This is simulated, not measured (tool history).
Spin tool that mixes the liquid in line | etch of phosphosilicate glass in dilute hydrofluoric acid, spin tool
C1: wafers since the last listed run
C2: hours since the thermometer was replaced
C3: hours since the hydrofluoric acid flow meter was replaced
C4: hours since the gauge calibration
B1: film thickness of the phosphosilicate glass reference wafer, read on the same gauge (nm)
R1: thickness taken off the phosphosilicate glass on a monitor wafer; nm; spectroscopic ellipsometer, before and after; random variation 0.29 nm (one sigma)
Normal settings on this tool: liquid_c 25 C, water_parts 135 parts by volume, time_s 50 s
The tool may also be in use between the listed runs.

run 1 hour=0 | liquid_c=25 water_parts=135 time_s=50 | C1=0 C2=1491.6 C3=661.5 C4=105.7 | B1=70.02 | R1=34.99
run 2 hour=15.2 | liquid_c=25 water_parts=135 time_s=50 | C1=133 C2=1506.8 C3=676.7 C4=120.9 | B1=70.01 | R1=34.79
run 3 hour=28.3 | liquid_c=28.5 water_parts=135 time_s=50 | C1=115 C2=1519.9 C3=689.8 C4=134 | B1=70 | R1=40.51
run 4 hour=41.4 | liquid_c=25 water_parts=135 time_s=50 | C1=115 C2=1533 C3=702.9 C4=147.1 | B1=69.97 | R1=34.94
run 5 hour=67.5 | liquid_c=25 water_parts=135 time_s=50 | C1=229 C2=1559.1 C3=729 C4=173.2 | B1=70.03 | R1=34.83
-- hour=71.2 gauge calibrated
run 6 hour=74.7 | liquid_c=25 water_parts=135 time_s=50 | C1=63 C2=1566.3 C3=736.2 C4=3.5 | B1=70 | R1=34.15
-- hour=77 thermometer replaced
-- hour=81.7 hydrofluoric acid flow meter replaced
run 7 hour=90.9 | liquid_c=25 water_parts=135 time_s=50 | C1=124 C2=13.9 C3=9.2 C4=19.7 | B1=70.03 | R1=39.05
run 8 hour=103 | liquid_c=25 water_parts=135 time_s=50 | C1=106 C2=26 C3=21.3 C4=31.8 | B1=69.98 | R1=38.8
run 9 hour=115.7 | liquid_c=25 water_parts=135 time_s=50 | C1=111 C2=38.7 C3=34 C4=44.5 | B1=69.99 | R1=39
run 10 hour=124.8 | liquid_c=22.5 water_parts=135 time_s=50 | C1=79 C2=47.8 C3=43.1 C4=53.6 | B1=69.99 | R1=34.98
run 11 hour=133.4 | liquid_c=25 water_parts=135 time_s=50 | C1=75 C2=56.4 C3=51.7 C4=62.2 | B1=69.96 | R1=38.24
run 12 hour=139.4 | liquid_c=25 water_parts=135 time_s=50 | C1=52 C2=62.4 C3=57.7 C4=68.2 | B1=70.01 | R1=38.75

What will run 13 give?
run 13 hour=150.2 | liquid_c=25 water_parts=135 time_s=25 | C1=94 C2=73.2 C3=68.5 C4=79 | B1=? | R1=?

Run 13 came out at B1 70.04, R1 19.33 nm.
With the hidden condition absent and the run-to-run variation left alone, this run would have shown R1 19.86 nm.
